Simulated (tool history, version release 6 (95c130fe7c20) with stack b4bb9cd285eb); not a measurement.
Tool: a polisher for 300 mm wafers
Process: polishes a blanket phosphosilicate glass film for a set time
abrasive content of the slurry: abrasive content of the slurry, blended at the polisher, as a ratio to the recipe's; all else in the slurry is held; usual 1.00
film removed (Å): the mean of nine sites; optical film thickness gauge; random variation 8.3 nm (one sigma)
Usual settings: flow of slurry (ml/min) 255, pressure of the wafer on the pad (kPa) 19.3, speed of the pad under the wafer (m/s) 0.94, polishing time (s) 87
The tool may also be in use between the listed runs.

run,hour,flow of slurry (ml/min),pressure of the wafer on the pad (kPa),speed of the pad under the wafer (m/s),abrasive content of the slurry,polishing time (s),"incoming thickness of the incoming film, nm",film removed (Å)
1,0.0,255,19.3,0.94,1.00,108,2662.0,8003
2,19.5,255,19.3,0.94,1.00,87,2601.1,6336
# hour 68.8: conditioning disc replaced and pad reconditioned
# hour 79.6: worn pad replaced by a new one
3,97.4,255,19.3,0.94,1.00,87,2680.6,7008
# hour 105.0: head pressure recalibrated
4,118.3,255,19.3,0.94,1.00,87,2673.6,6682
5,133.4,255,19.3,0.94,1.00,87,2648.7,6821
6,159.7,255,19.3,0.94,1.00,87,2657.7,6544
# hour 170.6: slurry blender recalibrated
7,190.9,255,19.3,0.94,1.00,87,2667.4,6369
8,221.2,255,19.3,0.82,1.20,87,2652.0,6188
# hour 238.4: worn pad replaced by a new one
9,238.9,255,19.3,0.94,1.00,87,2674.3,6354
10,250.8,255,19.3,0.94,1.00,87,2685.2,6111
11,270.9,290,17.2,1.16,1.20,87,2649.7,6778
12,306.0,255,12.4,0.94,1.30,87,2643.4,5150
13,321.0,255,19.3,0.94,1.25,87,2655.8,6424
14,350.6,255,15.9,0.94,1.30,87,2666.6,5772
# hour 380.8: slurry blender recalibrated
15,383.6,280,19.3,1.14,1.00,87,2682.1,6605
# hour 397.5: slurry nozzle cleaned
16,402.9,255,24.8,0.68,1.00,115,2647.2,8729
17,415.0,255,19.3,0.94,1.00,87,2668.1,6282
# hour 430.9: conditioning disc replaced and pad reconditioned
# hour 452.0: worn pad replaced by a new one
18,452.5,255,24.1,0.94,0.70,87,2652.8,7635
19,475.7,255,19.3,0.94,1.00,87,2635.2,6946
20,492.0,255,19.3,0.94,1.00,78,2656.5,6072
# hour 498.4: head pressure recalibrated
21,566.6,330,15.2,1.18,1.00,87,2679.2,6602
# hour 586.4: slurry blender recalibrated
22,592.7,280,19.3,0.94,1.00,70,2681.7,5283
23,617.8,255,15.9,0.94,1.00,70,2659.1,4656
# hour 630.2: worn pad replaced by a new one
24,646.7,325,12.4,0.94,1.10,87,2658.1,5404
25,664.8,255,19.3,0.94,1.00,87,2646.2,6417
26,679.1,255,19.3,0.94,1.15,87,2640.1,6564

Forecast each of these 3 alternatives for the next run:
A,679.5,255,13.1,0.94,1.00,87,2685.7,?
B,679.5,255,19.3,1.14,1.20,87,2685.7,?
C,679.5,255,19.3,0.94,1.00,113,2685.7,?

run,film removed (Å)
A,5209
B,7144
C,8196
Without the tool's hidden state the same runs would have given:
run,film removed (Å)
A,6102
B,8682
C,9820

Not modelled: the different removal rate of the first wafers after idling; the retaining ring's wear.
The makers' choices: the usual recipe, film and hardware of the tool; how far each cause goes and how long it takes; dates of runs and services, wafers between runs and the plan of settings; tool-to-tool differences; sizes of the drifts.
